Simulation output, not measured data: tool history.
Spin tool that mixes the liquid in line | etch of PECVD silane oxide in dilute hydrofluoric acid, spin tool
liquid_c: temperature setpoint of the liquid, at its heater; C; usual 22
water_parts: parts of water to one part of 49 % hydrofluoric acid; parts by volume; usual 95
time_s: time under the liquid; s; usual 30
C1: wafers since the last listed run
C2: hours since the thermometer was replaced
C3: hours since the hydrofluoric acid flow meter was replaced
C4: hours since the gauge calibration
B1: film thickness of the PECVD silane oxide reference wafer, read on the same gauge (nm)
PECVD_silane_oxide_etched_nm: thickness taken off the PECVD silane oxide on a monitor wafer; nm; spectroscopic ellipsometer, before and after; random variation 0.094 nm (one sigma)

{"run": 1, "hour": 0.0, "liquid_c": 22, "water_parts": 95, "time_s": 30, "C1": 0, "C2": 1765.4, "C3": 347, "C4": 195.4, "B1": 90.02, "PECVD_silane_oxide_etched_nm": 9.03}
{"run": 2, "hour": 7.3, "liquid_c": 22, "water_parts": 95, "time_s": 30, "C1": 93, "C2": 1772.7, "C3": 354.3, "C4": 202.7, "B1": 89.98, "PECVD_silane_oxide_etched_nm": 9.1}
{"run": 3, "hour": 17.1, "liquid_c": 22, "water_parts": 95, "time_s": 30, "C1": 125, "C2": 1782.5, "C3": 364.1, "C4": 212.5, "B1": 90.02, "PECVD_silane_oxide_etched_nm": 9.05}
{"run": 4, "hour": 29.4, "liquid_c": 18.5, "water_parts": 95, "time_s": 30, "C1": 157, "C2": 1794.8, "C3": 376.4, "C4": 224.8, "B1": 89.95, "PECVD_silane_oxide_etched_nm": 7.89}
{"run": 5, "hour": 58.4, "liquid_c": 19, "water_parts": 95, "time_s": 30, "C1": 372, "C2": 1823.8, "C3": 405.4, "C4": 253.8, "B1": 90, "PECVD_silane_oxide_etched_nm": 8.04}
{"run": 6, "hour": 76.2, "liquid_c": 19, "water_parts": 95, "time_s": 30, "C1": 228, "C2": 1841.6, "C3": 423.2, "C4": 271.6, "B1": 89.98, "PECVD_silane_oxide_etched_nm": 8}
{"run": 7, "hour": 86.8, "liquid_c": 19, "water_parts": 95, "time_s": 30, "C1": 136, "C2": 1852.2, "C3": 433.8, "C4": 282.2, "B1": 90.02, "PECVD_silane_oxide_etched_nm": 7.9}
{"run": 8, "hour": 102.9, "liquid_c": 22, "water_parts": 125, "time_s": 30, "C1": 206, "C2": 1868.3, "C3": 449.9, "C4": 298.3, "B1": 90.04, "PECVD_silane_oxide_etched_nm": 6.58}
{"run": 9, "hour": 131.9, "liquid_c": 22, "water_parts": 125, "time_s": 30, "C1": 372, "C2": 1897.3, "C3": 478.9, "C4": 327.3, "B1": 89.98, "PECVD_silane_oxide_etched_nm": 6.45}
{"hour": 141.7, "done": "hydrofluoric acid flow meter replaced"}
{"run": 10, "hour": 148.7, "liquid_c": 22, "water_parts": 95, "time_s": 30, "C1": 202, "C2": 1914.1, "C3": 7, "C4": 344.1, "B1": 90.03, "PECVD_silane_oxide_etched_nm": 9.81}
{"run": 11, "hour": 165.3, "liquid_c": 23.5, "water_parts": 95, "time_s": 30, "C1": 213, "C2": 1930.7, "C3": 23.6, "C4": 360.7, "B1": 90.04, "PECVD_silane_oxide_etched_nm": 10.44}
{"run": 12, "hour": 174.8, "liquid_c": 23.5, "water_parts": 95, "time_s": 30, "C1": 121, "C2": 1940.2, "C3": 33.1, "C4": 370.2, "B1": 90.02, "PECVD_silane_oxide_etched_nm": 10.55}
{"hour": 181.4, "done": "thermometer replaced"}
{"run": 13, "hour": 209.7, "liquid_c": 23.5, "water_parts": 95, "time_s": 30, "C1": 435, "C2": 28.3, "C3": 68, "C4": 405.1, "B1": 89.98, "PECVD_silane_oxide_etched_nm": 10.5}
{"run": 14, "hour": 216.0, "liquid_c": 22, "water_parts": 95, "time_s": 30, "C1": 80, "C2": 34.6, "C3": 74.3, "C4": 411.4, "B1": 90.06, "PECVD_silane_oxide_etched_nm": 9.69}
{"run": 15, "hour": 223.1, "liquid_c": 22, "water_parts": 95, "time_s": 30, "C1": 91, "C2": 41.7, "C3": 81.4, "C4": 418.5, "B1": 89.97, "PECVD_silane_oxide_etched_nm": 9.82}
{"run": 16, "hour": 237.8, "liquid_c": 22, "water_parts": 95, "time_s": 20, "C1": 188, "C2": 56.4, "C3": 96.1, "C4": 433.2, "B1": 89.98, "PECVD_silane_oxide_etched_nm": 6.35}
{"run": 17, "hour": 247.0, "liquid_c": 17.5, "water_parts": 55, "time_s": 50, "C1": 118, "C2": 65.6, "C3": 105.3, "C4": 442.4, "B1": 90.01, "PECVD_silane_oxide_etched_nm": 24.06}
{"run": 18, "hour": 263.0, "liquid_c": 22, "water_parts": 145, "time_s": 20, "C1": 205, "C2": 81.6, "C3": 121.3, "C4": 458.4, "B1": 90.02, "PECVD_silane_oxide_etched_nm": 4.01}
{"run": 19, "hour": 270.8, "liquid_c": 19, "water_parts": 110, "time_s": 30, "C1": 100, "C2": 89.4, "C3": 129.1, "C4": 466.2, "B1": 90, "PECVD_silane_oxide_etched_nm": 7.23}
{"run": 20, "hour": 277.5, "liquid_c": 23.5, "water_parts": 95, "time_s": 30, "C1": 85, "C2": 96.1, "C3": 135.8, "C4": 472.9, "B1": 90, "PECVD_silane_oxide_etched_nm": 10.15}
{"run": 21, "hour": 287.0, "liquid_c": 19, "water_parts": 75, "time_s": 15, "C1": 121, "C2": 105.6, "C3": 145.3, "C4": 482.4, "B1": 90.02, "PECVD_silane_oxide_etched_nm": 5.46}
{"hour": 310.0, "done": "gauge calibrated"}
{"run": 22, "hour": 328.1, "liquid_c": 25.5, "water_parts": 95, "time_s": 15, "C1": 527, "C2": 146.7, "C3": 186.4, "C4": 18.1, "B1": 90.04, "PECVD_silane_oxide_etched_nm": 5.53}
{"run": 23, "hour": 334.5, "liquid_c": 22, "water_parts": 95, "time_s": 30, "C1": 82, "C2": 153.1, "C3": 192.8, "C4": 24.5, "B1": 90.04, "PECVD_silane_oxide_etched_nm": 9.61}
{"run": 24, "hour": 380.6, "liquid_c": 24, "water_parts": 95, "time_s": 20, "C1": 591, "C2": 199.2, "C3": 238.9, "C4": 70.6, "B1": 90.01, "PECVD_silane_oxide_etched_nm": 6.78}
{"run": 25, "hour": 389.2, "liquid_c": 17.5, "water_parts": 45, "time_s": 20, "C1": 110, "C2": 207.8, "C3": 247.5, "C4": 79.2, "B1": 89.96, "PECVD_silane_oxide_etched_nm": 11.51}
{"run": 26, "hour": 402.6, "liquid_c": 22, "water_parts": 95, "time_s": 30, "C1": 171, "C2": 221.2, "C3": 260.9, "C4": 92.6, "B1": 90.04, "PECVD_silane_oxide_etched_nm": 9.21}
{"run": 27, "hour": 411.2, "liquid_c": 19.5, "water_parts": 50, "time_s": 40, "C1": 110, "C2": 229.8, "C3": 269.5, "C4": 101.2, "B1": 90.01, "PECVD_silane_oxide_etched_nm": 22.15}
{"run": 28, "hour": 423.1, "liquid_c": 27, "water_parts": 75, "time_s": 30, "C1": 152, "C2": 241.7, "C3": 281.4, "C4": 113.1, "B1": 89.94, "PECVD_silane_oxide_etched_nm": 14.76}
{"run": 29, "hour": 432.7, "liquid_c": 22, "water_parts": 135, "time_s": 30, "C1": 123, "C2": 251.3, "C3": 291, "C4": 122.7, "B1": 89.99, "PECVD_silane_oxide_etched_nm": 6.13}
{"run": 30, "hour": 445.9, "liquid_c": 25, "water_parts": 95, "time_s": 20, "C1": 169, "C2": 264.5, "C3": 304.2, "C4": 135.9, "B1": 89.98, "PECVD_silane_oxide_etched_nm": 6.97}
{"run": 31, "hour": 459.0, "liquid_c": 18.5, "water_parts": 95, "time_s": 45, "C1": 168, "C2": 277.6, "C3": 317.3, "C4": 149, "B1": 90.05, "PECVD_silane_oxide_etched_nm": 11.96}
{"run": 32, "hour": 470.8, "liquid_c": 24.5, "water_parts": 95, "time_s": 30, "C1": 151, "C2": 289.4, "C3": 329.1, "C4": 160.8, "B1": 89.98, "PECVD_silane_oxide_etched_nm": 10.15}
{"run": 33, "hour": 487.0, "liquid_c": 22, "water_parts": 95, "time_s": 30, "C1": 207, "C2": 305.6, "C3": 345.3, "C4": 177, "B1": 90, "PECVD_silane_oxide_etched_nm": 9.04}

Hidden state or all else? Some run-to-run changes of PECVD_silane_oxide_etched_nm, split into what the settings, what came in and random variation would give without the hidden state, and what is left for the hidden state (with any gauge scatter that isn't in both results):
The hidden state here: liquid colder than its thermometer reads (K); hydrofluoric acid flow below the setpoint (%); gauge reads high (%).
Run 9 -> 10: water_parts 125 -> 95, hydrofluoric acid flow meter replaced. PECVD_silane_oxide_etched_nm +3.36 nm: hidden state +0.72, all else +2.64.
Run 16 -> 17: liquid_c 22 -> 17.5, water_parts 95 -> 55, time_s 20 -> 50. PECVD_silane_oxide_etched_nm +17.71 nm: hidden state -0.51, all else +18.22.
Run 17 -> 18: liquid_c 17.5 -> 22, water_parts 55 -> 145, time_s 50 -> 20. PECVD_silane_oxide_etched_nm -20.05 nm: hidden state +0.54, all else -20.59.
Run 26 -> 27: liquid_c 22 -> 19.5, water_parts 95 -> 50, time_s 30 -> 40. PECVD_silane_oxide_etched_nm +12.94 nm: hidden state -0.84, all else +13.78.
Run 28 -> 29: liquid_c 27 -> 22, water_parts 75 -> 135. PECVD_silane_oxide_etched_nm -8.63 nm: hidden state +0.59, all else -9.22.

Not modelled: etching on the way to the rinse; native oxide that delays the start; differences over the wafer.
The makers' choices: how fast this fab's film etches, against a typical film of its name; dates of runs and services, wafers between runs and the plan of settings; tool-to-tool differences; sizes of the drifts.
